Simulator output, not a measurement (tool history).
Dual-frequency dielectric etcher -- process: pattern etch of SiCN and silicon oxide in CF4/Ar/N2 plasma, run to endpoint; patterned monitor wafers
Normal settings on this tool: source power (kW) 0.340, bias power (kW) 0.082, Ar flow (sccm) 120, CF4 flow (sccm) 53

run,hour,source power (kW),bias power (kW),Ar flow (sccm),CF4 flow (sccm),wafers since the last listed run,hours since the last wet clean,hours since the last source power generator calibration,hours since the last bias power generator calibration,hours since the last Ar flow controller change,hours since the last CF4 flow controller change,hours since the last upper electrode change,"incoming incoming film thickness, nm",endpoint time (s)
1,0.0,0.380,0.082,120,53,0,325.8,1663.4,2075.0,3959.0,2136.5,2994.4,15.40,21.5
# hour 87.9: wet clean of the chamber
2,88.4,0.380,0.082,120,53,998,0.5,1751.8,2163.4,4047.4,2224.9,3082.8,15.36,21.4
3,191.3,0.380,0.082,120,53,1596,103.4,1854.7,2266.3,4150.3,2327.8,3185.7,15.45,21.6
4,297.4,0.340,0.082,120,50,1645,209.5,1960.8,2372.4,4256.4,2433.9,3291.8,15.49,23.8
5,335.5,0.340,0.082,120,50,590,247.6,1998.9,2410.5,4294.5,2472.0,3329.9,15.66,24.1
6,438.5,0.340,0.082,120,53,1597,350.6,2101.9,2513.5,4397.5,2575.0,3432.9,15.45,23.6
# hour 477.1: source power generator calibrated
7,483.0,0.340,0.082,99,53,628,395.1,5.9,2558.0,4442.0,2619.5,3477.4,15.60,23.1
8,541.8,0.340,0.082,99,53,912,453.9,64.7,2616.8,4500.8,2678.3,3536.2,15.48,23.0
# hour 588.1: upper electrode replaced
# hour 595.4: wet clean of the chamber
# hour 641.0: CF4 flow controller replaced
9,670.8,0.340,0.082,99,53,1423,75.4,193.7,2745.8,4629.8,29.8,82.7,15.58,23.3
10,736.6,0.340,0.077,110,46,1020,141.2,259.5,2811.6,4695.6,95.6,148.5,15.45,24.5
# hour 798.4: Ar flow controller replaced
11,808.6,0.340,0.068,133,53,1023,213.2,331.5,2883.6,10.2,167.6,220.5,15.64,26.8
# hour 836.3: bias power generator calibrated
12,870.7,0.340,0.082,99,53,901,275.3,393.6,34.4,72.3,229.7,282.6,15.37,22.4
13,961.2,0.340,0.082,120,53,1403,365.8,484.1,124.9,162.8,320.2,373.1,15.48,23.2
14,1057.4,0.280,0.082,138,64,1492,462.0,580.3,221.1,259.0,416.4,469.3,15.51,26.4
# hour 1096.0: wet clean of the chamber
15,1127.0,0.380,0.082,120,64,707,31.0,649.9,290.7,328.6,486.0,538.9,15.51,20.9
16,1206.3,0.340,0.070,104,53,1230,110.3,729.2,370.0,407.9,565.3,618.2,15.52,25.2
17,1280.1,0.340,0.067,102,53,1144,184.1,803.0,443.8,481.7,639.1,692.0,15.53,25.6
18,1319.6,0.270,0.066,120,53,612,223.6,842.5,483.3,521.2,678.6,731.5,15.30,30.9
19,1384.3,0.340,0.082,120,53,1003,288.3,907.2,548.0,585.9,743.3,796.2,15.43,23.3

Predict each of these 5 candidate next runs independently; none follows another, all start after run 19:
A,1384.7,0.340,0.082,120,53,6,288.7,907.6,548.4,586.3,743.7,796.6,15.52,?
B,1384.7,0.340,0.082,144,59,6,288.7,907.6,548.4,586.3,743.7,796.6,15.52,?
C,1384.7,0.290,0.065,120,53,6,288.7,907.6,548.4,586.3,743.7,796.6,15.52,?
D,1384.7,0.340,0.074,139,61,6,288.7,907.6,548.4,586.3,743.7,796.6,15.52,?
E,1384.7,0.340,0.082,93,60,6,288.7,907.6,548.4,586.3,743.7,796.6,15.52,?

run,endpoint time (s)
A,23.4
B,23.7
C,29.9
D,24.8
E,22.2
Take away the tool's hidden state, keep each run's random variation, and the runs would have read:
run,endpoint time (s)
A,23.2
B,23.5
C,29.7
D,24.6
E,22.0
